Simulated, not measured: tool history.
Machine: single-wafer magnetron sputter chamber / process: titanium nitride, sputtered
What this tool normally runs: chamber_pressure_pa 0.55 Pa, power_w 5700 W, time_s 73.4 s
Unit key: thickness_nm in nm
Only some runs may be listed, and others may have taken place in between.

| run | hour | chamber_pressure_pa | power_w | time_s | read-back reference wafer on the same gauge, thickness_nm | thickness_nm |
|---|---|---|---|---|---|---|
| 1 | 0 | 0.626 | 5700 | 73.4 | 64.168 | 66.212 |
| 2 | 59 | 0.55 | 5700 | 78.6 | 64.24 | 72.707 |
| 3 | 112.1 | 0.55 | 5700 | 78.6 | 64.206 | 73.138 |
| 4 | 140 | 0.55 | 5700 | 78.6 | 64.207 | 72.84 |
| 5 | 197.8 | 0.55 | 5700 | 73.4 | 64.184 | 67.67 |
| 6 | 225.7 | 0.55 | 5700 | 73.4 | 64.22 | 67.661 |
|  | 258.3 | gauge calibrated |
| 7 | 260.8 | 0.55 | 5700 | 73.4 | 64.201 | 67.868 |
| 8 | 318.2 | 0.379 | 5700 | 73.4 | 64.18 | 72.915 |
|  | 341.9 | sputter target and shields replaced |
| 9 | 512.1 | 0.379 | 5700 | 73.4 | 64.166 | 73.226 |
| 10 | 554.9 | 0.55 | 5700 | 73.4 | 64.22 | 68.503 |
| 11 | 605.8 | 0.55 | 5700 | 73.4 | 64.271 | 68.609 |
| 12 | 657.5 | 0.379 | 5700 | 73.4 | 64.215 | 72.813 |
| 13 | 714.1 | 0.55 | 5700 | 80.4 | 64.251 | 75 |
|  | 769.7 | magnet pack replaced |
| 14 | 780.9 | 0.706 | 7100 | 60.4 | 64.214 | 62.4 |
| 15 | 844 | 0.626 | 5700 | 73.4 | 64.157 | 66.304 |
|  | 904.9 | sputter target and shields replaced |
| 16 | 907 | 0.55 | 5700 | 73.4 | 64.2 | 67.768 |
| 17 | 973 | 0.364 | 5700 | 81.1 | 64.219 | 80.992 |
| 18 | 1004.7 | 0.55 | 4900 | 68.9 | 64.227 | 57.552 |
|  | 1030.7 | capacitance manometer re-zeroed and calibrated |
| 19 | 1039.7 | 0.55 | 5700 | 73.4 | 64.257 | 68.337 |
| 20 | 1087.3 | 0.349 | 5700 | 73.4 | 64.193 | 73.916 |
| 21 | 1154 | 0.333 | 4650 | 69.6 | 64.198 | 61.273 |
| 22 | 1190.5 | 0.55 | 5700 | 73.4 | 64.195 | 68.544 |
| 23 | 1245.5 | 0.55 | 6700 | 73.4 | 64.165 | 76.877 |
| 24 | 1280.2 | 0.55 | 4800 | 73.4 | 64.256 | 61.195 |
| 25 | 1310.4 | 0.55 | 5700 | 73.4 | 64.2 | 68.475 |
| 26 | 1363.1 | 0.55 | 5700 | 86.3 | 64.188 | 80.374 |
| 27 | 1389.8 | 0.689 | 6950 | 79 | 64.165 | 80.425 |
| 28 | 1414.5 | 0.436 | 5700 | 73.4 | 64.186 | 70.838 |
|  | 1452 | sputter target and shields replaced |
| 29 | 1478.1 | 0.616 | 5350 | 73.4 | 64.199 | 63.69 |
| 30 | 1507.6 | 0.736 | 5700 | 78 | 64.229 | 67.529 |
| 31 | 1559.6 | 0.673 | 6300 | 61.7 | 64.236 | 58.596 |
| 32 | 1597.9 | 0.492 | 5700 | 73.4 | 64.209 | 69.396 |
| 33 | 1658.7 | 0.55 | 5700 | 85.3 | 64.188 | 78.875 |

The next listed run, before its measurement:
| 34 | 1795 | 0.356 | 5700 | 68.7 | ? | ? |

Run 34 measured read-back reference wafer on the same gauge, thickness_nm 64.175, thickness_nm 68.785 nm.
Had the tool carried no hidden state, the very same run would have given thickness_nm 68.785 nm.
